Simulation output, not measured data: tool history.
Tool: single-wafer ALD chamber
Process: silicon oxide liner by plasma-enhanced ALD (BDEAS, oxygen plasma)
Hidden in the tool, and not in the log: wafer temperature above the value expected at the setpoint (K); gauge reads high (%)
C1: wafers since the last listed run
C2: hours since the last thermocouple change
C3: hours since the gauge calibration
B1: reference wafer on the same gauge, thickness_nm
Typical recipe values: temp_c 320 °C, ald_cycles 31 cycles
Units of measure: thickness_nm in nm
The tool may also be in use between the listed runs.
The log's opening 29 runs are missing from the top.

Run 30, hour 788.5: usual settings; C1 204; C2 443.0; C3 397.0; B1 2.626. Result: thickness_nm 2.572 nm.
Run 31, hour 814.4: usual settings but temp_c 326 °C, ald_cycles 33 cycles; C1 319; C2 468.9; C3 422.9; B1 2.624. Result: thickness_nm 2.704 nm.
Run 32, hour 827.2: usual settings but temp_c 325 °C, ald_cycles 27 cycles; C1 157; C2 481.7; C3 435.7; B1 2.627. Result: thickness_nm 2.219 nm.
Run 33, hour 854.0: usual settings; C1 330; C2 508.5; C3 462.5; B1 2.628. Result: thickness_nm 2.584 nm.
Run 34, hour 887.4: usual settings but temp_c 311 °C, ald_cycles 26 cycles; C1 411; C2 541.9; C3 495.9; B1 2.627. Result: thickness_nm 2.188 nm.
Run 35, hour 913.2: usual settings but temp_c 333 °C, ald_cycles 34 cycles; C1 317; C2 567.7; C3 521.7; B1 2.627. Result: thickness_nm 2.764 nm.
Run 36, hour 927.0: usual settings but temp_c 315 °C; C1 170; C2 581.5; C3 535.5; B1 2.628. Result: thickness_nm 2.592 nm.
Run 37, hour 948.8: usual settings but temp_c 305 °C, ald_cycles 28 cycles; C1 268; C2 603.3; C3 557.3; B1 2.630. Result: thickness_nm 2.380 nm.
Run 38, hour 967.3: usual settings but temp_c 309 °C, ald_cycles 37 cycles; C1 227; C2 621.8; C3 575.8; B1 2.629. Result: thickness_nm 3.141 nm.
Run 39, hour 981.0: usual settings; C1 168; C2 635.5; C3 589.5; B1 2.629. Result: thickness_nm 2.585 nm.
Run 40, hour 1013.1: usual settings but temp_c 310 °C; C1 395; C2 667.6; C3 621.6; B1 2.631. Result: thickness_nm 2.639 nm.
Run 41, hour 1038.9: usual settings; C1 317; C2 693.4; C3 647.4; B1 2.631. Result: thickness_nm 2.581 nm.
Run 42, hour 1068.1: usual settings but temp_c 309 °C, ald_cycles 37 cycles; C1 359; C2 722.6; C3 676.6; B1 2.632. Result: thickness_nm 3.136 nm.
Run 43, hour 1081.8: usual settings; C1 168; C2 736.3; C3 690.3; B1 2.633. Result: thickness_nm 2.565 nm.
Run 44, hour 1116.8: usual settings but temp_c 315 °C, ald_cycles 29 cycles; C1 431; C2 771.3; C3 725.3; B1 2.632. Result: thickness_nm 2.444 nm.

Consider 4 possible next runs. They are alternatives, not a sequence: every one starts from the tool as it was left by run 44. What does each give?
Run A, hour 1117.2: usual settings; C1 4; C2 771.7; C3 725.7; B1 ?. Result: thickness_nm ?.
Run B, hour 1117.2: usual settings but temp_c 316 °C; C1 4; C2 771.7; C3 725.7; B1 ?. Result: thickness_nm ?.
Run C, hour 1117.2: usual settings but temp_c 327 °C; C1 4; C2 771.7; C3 725.7; B1 ?. Result: thickness_nm ?.
Run D, hour 1117.2: usual settings but temp_c 314 °C, ald_cycles 37 cycles; C1 4; C2 771.7; C3 725.7; B1 ?. Result: thickness_nm ?.

run     B1  thickness_nm
  A  2.632         2.591
  B  2.632         2.608
  C  2.632         2.561
  D  2.632         3.122
With the hidden condition removed and each run's random variation left untouched, the same runs would have given:
run  thickness_nm
  A         2.548
  B         2.565
  C         2.519
  D         3.072
